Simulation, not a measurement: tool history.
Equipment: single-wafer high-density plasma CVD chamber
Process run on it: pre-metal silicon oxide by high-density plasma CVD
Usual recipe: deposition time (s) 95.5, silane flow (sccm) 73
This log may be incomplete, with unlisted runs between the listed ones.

run	day	deposition time (s)	silane flow (sccm)	read-back reference wafer on the same gauge, thickness_nm	mean film thickness on the monitor wafer (Å)
1	0.000	95.5	73	768.372	7465.26
2	2.288	95.5	73	768.691	7464.16
3	4.500	95.5	82	768.568	8369.05
4	7.012	95.5	82	767.925	8436.20
5	8.129	95.5	82	767.831	8448.41
6	9.488	95.5	73	767.094	7496.44
7	10.962	95.5	73	767.973	7525.55
8	13.367	95.5	73	769.064	7483.30
# day 16.500: silane flow controller replaced
9	16.521	95.5	73	767.827	7091.00
10	17.762	95.5	73	767.961	7143.35
11	19.333	95.5	73	768.241	7147.68
# day 21.283: gauge calibrated
12	22.058	95.5	78	769.687	7639.52
13	23.683	95.5	78	766.998	7671.85
14	25.029	101.5	73	768.081	7582.76
15	26.808	107.5	69	768.252	7590.47
16	28.562	107.5	86	768.953	9574.70
17	30.500	105.1	84	768.340	9104.13
18	33.246	102.7	64	768.399	6814.63
19	35.100	95.5	63	766.874	6261.01
20	37.854	95.5	73	767.570	7222.12
21	39.783	83.0	81	767.939	6992.03
22	41.725	95.5	73	767.468	7270.69
23	44.262	95.5	73	768.118	7263.00
24	47.142	95.5	73	767.797	7321.72
25	49.279	112.5	77	768.624	9042.52
26	51.671	95.5	73	768.822	7300.02

Below are 3 alternative next runs, each starting from the tool's condition after run 26. Predict each:
A	51.688	104.7	73	?	?
B	51.688	95.5	67	?	?
C	51.688	89.8	73	?	?

run	read-back reference wafer on the same gauge, thickness_nm	mean film thickness on the monitor wafer (Å)
A	767.621	8012.42
B	767.621	6707.68
C	767.621	6872.16
Take away the tool's hidden state, keep each run's random variation, and the runs would have read:
run	mean film thickness on the monitor wafer (Å)
A	7742.39
B	6481.62
C	6640.56
